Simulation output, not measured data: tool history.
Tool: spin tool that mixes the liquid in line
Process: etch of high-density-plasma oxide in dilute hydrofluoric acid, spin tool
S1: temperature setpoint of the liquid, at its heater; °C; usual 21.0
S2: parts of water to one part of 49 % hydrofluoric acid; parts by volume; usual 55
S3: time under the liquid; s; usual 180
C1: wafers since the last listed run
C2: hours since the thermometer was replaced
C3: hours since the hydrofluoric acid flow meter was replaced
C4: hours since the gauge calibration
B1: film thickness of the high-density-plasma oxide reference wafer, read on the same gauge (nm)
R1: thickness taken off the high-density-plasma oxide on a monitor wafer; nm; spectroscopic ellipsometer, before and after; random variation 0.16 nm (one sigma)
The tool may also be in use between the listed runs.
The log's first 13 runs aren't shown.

run    hour    S1  S2   S3   C1      C2      C3      C4     B1     R1
 14   947.1  21.0  55  180  396  1960.2  1721.2  2323.4  70.04  25.86
 15  1005.5  21.0  55  180  360  2018.6  1779.6  2381.8  70.02  26.06
 16  1052.6  17.0  55  180  290  2065.7  1826.7  2428.9  69.97  21.90
 17  1155.7  21.0  75  265  636  2168.8  1929.8  2532.0  70.01  27.32
 18  1198.1  17.0  65   70  261  2211.2  1972.2  2574.4  69.99   7.17
     1231.2  -- thermometer replaced
 19  1295.5  21.0  55  180  595    64.3  2069.6  2671.8  70.01  24.65
 20  1344.9  21.0  55  265  304   113.7  2119.0  2721.2  69.93  36.44
     1359.1  -- hydrofluoric acid flow meter replaced
 21  1399.3  19.5  55  180  329   168.1    40.2  2775.6  70.02  23.39
 22  1480.5  23.0  55   85  501   249.3   121.4  2856.8  69.96  12.82
     1540.8  -- gauge calibrated
 23  1547.5  18.5  25  180  413   316.3   188.4     6.7  70.04  50.23
 24  1617.4  21.0  55  180  431   386.2   258.3    76.6  69.98  24.90
 25  1674.2  21.0  55  180  350   443.0   315.1   133.4  70.01  24.88
 26  1728.9  21.0  55  180  337   497.7   369.8   188.1  69.98  24.88
 27  1778.7  21.0  55  180  307   547.5   419.6   237.9  69.96  25.22
 28  1886.3  17.0  65   70  664   655.1   527.2   345.5  69.93   6.88
 29  1951.3  21.0  55  180  401   720.1   592.2   410.5  70.01  25.31
 30  2054.0  18.0  45  235  633   822.8   694.9   513.2  69.99  35.74
 31  2132.8  19.5  75  150  486   901.6   773.7   592.0  70.00  14.09
 32  2209.2  21.0  30   80  471   978.0   850.1   668.4  69.98  21.32

Forecast each of these 4 alternatives for the next run:
  A  2209.7  21.0  40  180   3  978.5  850.6  668.9   ?   ?
  B  2209.7  21.0  55  215   3  978.5  850.6  668.9   ?   ?
  C  2209.7  21.0  85  220   3  978.5  850.6  668.9   ?   ?
  D  2209.7  19.5  55   75   3  978.5  850.6  668.9   ?   ?

run     B1     R1
  A  70.02  35.42
  B  70.02  30.20
  C  70.02  19.28
  D  70.02   9.89
Without the tool's hidden state the same runs would have given:
run     R1
  A  34.59
  B  29.50
  C  18.84
  D   9.66

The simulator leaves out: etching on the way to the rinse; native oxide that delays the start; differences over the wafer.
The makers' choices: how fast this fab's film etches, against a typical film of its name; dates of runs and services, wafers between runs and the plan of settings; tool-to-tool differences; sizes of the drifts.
